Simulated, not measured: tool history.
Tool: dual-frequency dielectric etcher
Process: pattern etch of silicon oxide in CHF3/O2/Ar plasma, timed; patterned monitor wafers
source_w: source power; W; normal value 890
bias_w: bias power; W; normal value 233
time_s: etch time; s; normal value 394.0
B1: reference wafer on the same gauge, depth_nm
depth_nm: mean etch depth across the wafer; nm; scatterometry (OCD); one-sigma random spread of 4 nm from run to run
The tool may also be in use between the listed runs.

{"run": 1, "hour": 0.0, "source_w": 890, "bias_w": 233, "time_s": 394.0, "B1": 1104.5, "depth_nm": 997.3}
{"hour": 14.6, "done": "wet clean of the chamber"}
{"run": 2, "hour": 57.9, "source_w": 890, "bias_w": 233, "time_s": 394.0, "B1": 1105.1, "depth_nm": 955.4}
{"run": 3, "hour": 101.8, "source_w": 720, "bias_w": 233, "time_s": 439.5, "B1": 1105.3, "depth_nm": 1002.5}
{"run": 4, "hour": 132.2, "source_w": 890, "bias_w": 233, "time_s": 394.0, "B1": 1104.6, "depth_nm": 968.2}
{"run": 5, "hour": 326.7, "source_w": 890, "bias_w": 233, "time_s": 394.0, "B1": 1104.5, "depth_nm": 982.2}
{"run": 6, "hour": 391.8, "source_w": 740, "bias_w": 233, "time_s": 394.0, "B1": 1104.2, "depth_nm": 926.7}
{"run": 7, "hour": 418.0, "source_w": 740, "bias_w": 233, "time_s": 394.0, "B1": 1106.0, "depth_nm": 926.1}
{"hour": 469.3, "done": "wet clean of the chamber"}
{"run": 8, "hour": 471.5, "source_w": 890, "bias_w": 233, "time_s": 394.0, "B1": 1106.3, "depth_nm": 1011.3}
{"hour": 497.2, "done": "gauge calibrated"}
{"hour": 506.1, "done": "bias power generator calibrated"}
{"run": 9, "hour": 515.2, "source_w": 890, "bias_w": 233, "time_s": 394.0, "B1": 1104.0, "depth_nm": 1007.3}
{"run": 10, "hour": 543.4, "source_w": 890, "bias_w": 233, "time_s": 394.0, "B1": 1104.7, "depth_nm": 1022.9}
{"run": 11, "hour": 589.2, "source_w": 890, "bias_w": 233, "time_s": 394.0, "B1": 1105.0, "depth_nm": 1012.8}
{"run": 12, "hour": 621.1, "source_w": 890, "bias_w": 233, "time_s": 394.0, "B1": 1105.5, "depth_nm": 1023.9}
{"run": 13, "hour": 676.6, "source_w": 890, "bias_w": 233, "time_s": 394.0, "B1": 1105.4, "depth_nm": 1023.8}
{"run": 14, "hour": 710.5, "source_w": 810, "bias_w": 233, "time_s": 394.0, "B1": 1104.9, "depth_nm": 990.2}
{"run": 15, "hour": 741.1, "source_w": 990, "bias_w": 250, "time_s": 316.0, "B1": 1105.6, "depth_nm": 880.5}
{"hour": 772.7, "done": "wet clean of the chamber, repeated, since the last time left the tool worse"}
{"run": 16, "hour": 775.6, "source_w": 1020, "bias_w": 258, "time_s": 300.0, "B1": 1105.2, "depth_nm": 790.9}
{"run": 17, "hour": 807.9, "source_w": 980, "bias_w": 275, "time_s": 352.5, "B1": 1104.0, "depth_nm": 931.3}
{"run": 18, "hour": 861.4, "source_w": 890, "bias_w": 233, "time_s": 394.0, "B1": 1104.9, "depth_nm": 970.5}
{"run": 19, "hour": 912.1, "source_w": 890, "bias_w": 233, "time_s": 394.0, "B1": 1105.5, "depth_nm": 976.0}
{"run": 20, "hour": 949.2, "source_w": 890, "bias_w": 271, "time_s": 464.5, "B1": 1105.3, "depth_nm": 1198.2}
{"run": 21, "hour": 991.5, "source_w": 780, "bias_w": 233, "time_s": 394.0, "B1": 1104.2, "depth_nm": 931.9}
{"hour": 1016.2, "done": "source power generator calibrated"}
{"hour": 1031.6, "done": "upper electrode replaced"}
{"run": 22, "hour": 1051.9, "source_w": 970, "bias_w": 280, "time_s": 450.0, "B1": 1105.0, "depth_nm": 1222.4}
{"run": 23, "hour": 1078.6, "source_w": 890, "bias_w": 233, "time_s": 394.0, "B1": 1105.3, "depth_nm": 981.7}
{"run": 24, "hour": 1191.0, "source_w": 820, "bias_w": 258, "time_s": 471.5, "B1": 1104.2, "depth_nm": 1176.6}
{"hour": 1217.7, "done": "wet clean of the chamber"}
{"run": 25, "hour": 1246.9, "source_w": 890, "bias_w": 233, "time_s": 300.0, "B1": 1104.4, "depth_nm": 734.3}
{"run": 26, "hour": 1315.8, "source_w": 970, "bias_w": 258, "time_s": 394.0, "B1": 1105.1, "depth_nm": 1022.7}
{"run": 27, "hour": 1381.3, "source_w": 890, "bias_w": 233, "time_s": 394.0, "B1": 1105.3, "depth_nm": 970.6}
{"run": 28, "hour": 1408.1, "source_w": 890, "bias_w": 233, "time_s": 394.0, "B1": 1104.5, "depth_nm": 978.7}
{"run": 29, "hour": 1435.8, "source_w": 890, "bias_w": 233, "time_s": 394.0, "B1": 1104.4, "depth_nm": 978.5}

Branching from run 29: 4 alternative next runs. What would each branch give?
{"run": "A", "hour": 1436.3, "source_w": 890, "bias_w": 261, "time_s": 394.0, "B1": "?", "depth_nm": "?"}
{"run": "B", "hour": 1436.3, "source_w": 960, "bias_w": 213, "time_s": 477.0, "B1": "?", "depth_nm": "?"}
{"run": "C", "hour": 1436.3, "source_w": 1050, "bias_w": 268, "time_s": 430.0, "B1": "?", "depth_nm": "?"}
{"run": "D", "hour": 1436.3, "source_w": 760, "bias_w": 248, "time_s": 330.0, "B1": "?", "depth_nm": "?"}

run=A B1=1104.3 depth_nm=1014.5
run=B B1=1104.3 depth_nm=1194.2
run=C B1=1104.3 depth_nm=1182.5
run=D B1=1104.3 depth_nm=792.7
Without the tool's unlogged condition, the same runs would have read:
run=A depth_nm=1000.6
run=B depth_nm=1178.0
run=C depth_nm=1166.4
run=D depth_nm=781.9
